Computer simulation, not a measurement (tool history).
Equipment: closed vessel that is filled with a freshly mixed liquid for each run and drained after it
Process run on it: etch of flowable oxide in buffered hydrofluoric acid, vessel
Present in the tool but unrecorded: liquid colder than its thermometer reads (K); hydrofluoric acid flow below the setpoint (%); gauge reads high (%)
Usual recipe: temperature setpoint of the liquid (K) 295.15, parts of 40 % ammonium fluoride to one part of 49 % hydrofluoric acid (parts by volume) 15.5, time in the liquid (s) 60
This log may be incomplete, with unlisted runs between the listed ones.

run,hour,temperature setpoint of the liquid (K),parts of 40 % ammonium fluoride to one part of 49 % hydrofluoric acid (parts by volume),time in the liquid (s),wafers since the last listed run,hours since the thermometer was replaced,hours since the hydrofluoric acid flow meter was replaced,hours since the gauge calibration,"read-back film thickness of the flowable oxide reference wafer, read on the same gauge (nm)",thickness taken off the flowable oxide on a monitor wafer (angstrom)
1,0.0,295.15,15.5,60,0,2110.5,133.9,288.5,50.01,1879.6
2,31.4,295.15,13.5,40,4252,2141.9,165.3,319.9,50.01,1426.9
3,66.2,295.15,13.5,40,4712,2176.7,200.1,354.7,50.01,1425.7
4,86.9,295.15,15.5,60,2803,2197.4,220.8,375.4,49.97,1856.8
5,109.2,295.15,15.5,60,3020,2219.7,243.1,397.7,50.02,1864.6
6,142.4,295.15,15.5,60,4496,2252.9,276.3,430.9,50.04,1825.0
7,161.2,295.15,15.5,40,2546,2271.7,295.1,449.7,50.02,1222.7
8,176.5,295.15,18.0,60,2072,2287.0,310.4,465.0,50.00,1579.0
9,202.2,295.15,18.0,60,3480,2312.7,336.1,490.7,49.98,1595.7
10,220.1,295.15,15.5,60,2424,2330.6,354.0,508.6,49.98,1818.3
11,237.8,295.15,18.5,60,2397,2348.3,371.7,526.3,49.99,1536.0
12,250.6,295.15,18.5,60,1733,2361.1,384.5,539.1,50.00,1539.8
13,268.6,295.15,18.5,60,2437,2379.1,402.5,557.1,50.00,1520.9
14,289.9,295.15,15.5,60,2884,2400.4,423.8,578.4,49.96,1808.5
15,316.0,295.15,15.5,60,3534,2426.5,449.9,604.5,50.00,1805.3
16,328.5,293.65,15.5,60,1692,2439.0,462.4,617.0,50.01,1667.5
17,347.1,293.65,15.5,60,2518,2457.6,481.0,635.6,50.02,1659.7
18,370.3,295.15,15.5,60,3141,2480.8,504.2,658.8,50.02,1806.7
19,398.1,295.15,15.5,60,3764,2508.6,532.0,686.6,49.99,1799.0
20,412.7,295.15,15.5,60,1977,2523.2,546.6,701.2,50.00,1809.6
# hour 423.6: thermometer replaced
21,434.2,299.15,12.0,75,2776,10.6,568.1,722.7,49.99,3611.7
# hour 436.0: hydrofluoric acid flow meter replaced
22,467.2,295.15,15.5,80,4333,43.6,31.2,755.7,50.00,2550.0
23,548.8,295.15,21.0,95,11050,125.2,112.8,837.3,49.99,2272.6
24,576.8,292.65,11.0,95,3791,153.2,140.8,865.3,50.00,3619.7
25,597.4,290.65,18.5,60,2789,173.8,161.4,885.9,50.03,1205.6
26,627.1,297.65,11.0,40,4022,203.5,191.1,915.6,50.02,1988.8
27,655.5,293.15,17.5,35,3846,231.9,219.5,944.0,49.99,867.8
# hour 658.4: gauge calibrated
28,707.7,295.15,13.5,85,7069,284.1,271.7,49.3,50.06,3001.3
29,723.9,293.15,10.5,60,2193,300.3,287.9,65.5,50.00,2420.0
30,744.9,295.15,15.5,60,2843,321.3,308.9,86.5,50.01,1830.4
31,765.9,295.15,15.5,35,2843,342.3,329.9,107.5,50.02,1082.5
32,794.5,297.15,15.5,60,3873,370.9,358.5,136.1,49.96,2032.5
33,808.3,296.65,11.5,50,1868,384.7,372.3,149.9,50.02,2234.0
34,824.0,295.15,13.5,85,2126,400.4,388.0,165.6,50.04,2993.1

A few steps of thickness taken off the flowable oxide on a monitor wafer (angstrom) between consecutive runs. Split each: what settings, incoming material and random variation would produce without the hidden state, and what is left over for the hidden state, along with gauge scatter present in only one of the two compared results (measured, and without hidden state):
Run 20 -> 21: temperature setpoint of the liquid (K) 295.15 -> 299.15, parts of 40 % ammonium fluoride to one part of 49 % hydrofluoric acid (parts by volume) 15.5 -> 12.0, time in the liquid (s) 60 -> 75, thermometer replaced. thickness taken off the flowable oxide on a monitor wafer (angstrom) +1802.1: hidden state -131.9, all else +1934.0.
Run 21 -> 22: temperature setpoint of the liquid (K) 299.15 -> 295.15, parts of 40 % ammonium fluoride to one part of 49 % hydrofluoric acid (parts by volume) 12.0 -> 15.5, time in the liquid (s) 75 -> 80, hydrofluoric acid flow meter replaced. thickness taken off the flowable oxide on a monitor wafer (angstrom) -1061.7: hidden state +246.9, all else -1308.6.
Run 24 -> 25: temperature setpoint of the liquid (K) 292.65 -> 290.65, parts of 40 % ammonium fluoride to one part of 49 % hydrofluoric acid (parts by volume) 11.0 -> 18.5, time in the liquid (s) 95 -> 60. thickness taken off the flowable oxide on a monitor wafer (angstrom) -2414.1: hidden state +35.1, all else -2449.2.
Run 27 -> 28: temperature setpoint of the liquid (K) 293.15 -> 295.15, parts of 40 % ammonium fluoride to one part of 49 % hydrofluoric acid (parts by volume) 17.5 -> 13.5, time in the liquid (s) 35 -> 85, gauge calibrated. thickness taken off the flowable oxide on a monitor wafer (angstrom) +2133.5: hidden state -70.7, all else +2204.2.

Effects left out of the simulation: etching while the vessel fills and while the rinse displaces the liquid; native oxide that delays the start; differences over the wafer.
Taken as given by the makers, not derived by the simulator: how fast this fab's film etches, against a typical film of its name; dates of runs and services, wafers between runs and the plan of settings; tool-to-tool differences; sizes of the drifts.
